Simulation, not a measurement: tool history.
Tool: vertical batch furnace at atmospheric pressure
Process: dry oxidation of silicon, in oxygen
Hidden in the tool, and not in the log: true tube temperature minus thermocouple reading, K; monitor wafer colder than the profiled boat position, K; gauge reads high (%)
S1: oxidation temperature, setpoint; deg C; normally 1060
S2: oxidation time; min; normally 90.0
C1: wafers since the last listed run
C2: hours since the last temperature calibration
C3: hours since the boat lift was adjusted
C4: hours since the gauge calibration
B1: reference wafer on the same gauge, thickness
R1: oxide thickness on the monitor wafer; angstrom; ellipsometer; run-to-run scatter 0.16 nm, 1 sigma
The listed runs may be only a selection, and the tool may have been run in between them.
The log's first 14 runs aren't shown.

run 15 hour=264.5 | S1=1074 S2=90.0 | C1=282 C2=3233.9 C3=3645.7 C4=559.9 | B1=106.96 | R1=1225.4
run 16 hour=274.4 | S1=1074 S2=90.0 | C1=155 C2=3243.8 C3=3655.6 C4=569.8 | B1=107.02 | R1=1226.6
run 17 hour=294.6 | S1=1060 S2=90.0 | C1=316 C2=3264.0 C3=3675.8 C4=590.0 | B1=106.98 | R1=1099.3
run 18 hour=315.8 | S1=1060 S2=90.0 | C1=332 C2=3285.2 C3=3697.0 C4=611.2 | B1=107.01 | R1=1101.6
run 19 hour=324.7 | S1=1074 S2=61.5 | C1=139 C2=3294.1 C3=3705.9 C4=620.1 | B1=107.02 | R1=962.9
-- hour=353.4 boat lift adjusted
run 20 hour=353.9 | S1=1039 S2=90.0 | C1=81 C2=3323.3 C3=0.5 C4=649.3 | B1=106.93 | R1=957.2
run 21 hour=363.1 | S1=1051 S2=124.0 | C1=144 C2=3332.5 C3=9.7 C4=658.5 | B1=107.01 | R1=1300.9
run 22 hour=380.5 | S1=1060 S2=127.5 | C1=272 C2=3349.9 C3=27.1 C4=675.9 | B1=106.98 | R1=1415.8
run 23 hour=397.8 | S1=1060 S2=127.5 | C1=271 C2=3367.2 C3=44.4 C4=693.2 | B1=107.02 | R1=1417.5
run 24 hour=417.6 | S1=1041 S2=133.5 | C1=310 C2=3387.0 C3=64.2 C4=713.0 | B1=106.92 | R1=1261.6
run 25 hour=430.9 | S1=1060 S2=127.5 | C1=208 C2=3400.3 C3=77.5 C4=726.3 | B1=107.00 | R1=1413.4
run 26 hour=443.1 | S1=1060 S2=48.5 | C1=191 C2=3412.5 C3=89.7 C4=738.5 | B1=107.07 | R1=763.2
run 27 hour=456.6 | S1=1076 S2=90.0 | C1=211 C2=3426.0 C3=103.2 C4=752.0 | B1=106.98 | R1=1278.2
-- hour=488.5 gauge calibrated
-- hour=490.4 thermocouples replaced and temperature profile calibrated
run 28 hour=490.9 | S1=1060 S2=90.0 | C1=161 C2=0.5 C3=137.5 C4=2.4 | B1=107.05 | R1=1093.4
run 29 hour=496.4 | S1=1060 S2=90.0 | C1=86 C2=6.0 C3=143.0 C4=7.9 | B1=107.01 | R1=1091.4
run 30 hour=543.0 | S1=1060 S2=49.0 | C1=730 C2=52.6 C3=189.6 C4=54.5 | B1=106.99 | R1=741.8

Run 31 has not been measured yet. What should we expect?
run 31 hour=554.3 | S1=1048 S2=64.5 | C1=177 C2=63.9 C3=200.9 C4=65.8 | B1=? | R1=?

B1: 107.04
R1: 799.4 angstrom
With the hidden condition absent and the run-to-run variation left alone, this run would have shown R1 798.3 angstrom.

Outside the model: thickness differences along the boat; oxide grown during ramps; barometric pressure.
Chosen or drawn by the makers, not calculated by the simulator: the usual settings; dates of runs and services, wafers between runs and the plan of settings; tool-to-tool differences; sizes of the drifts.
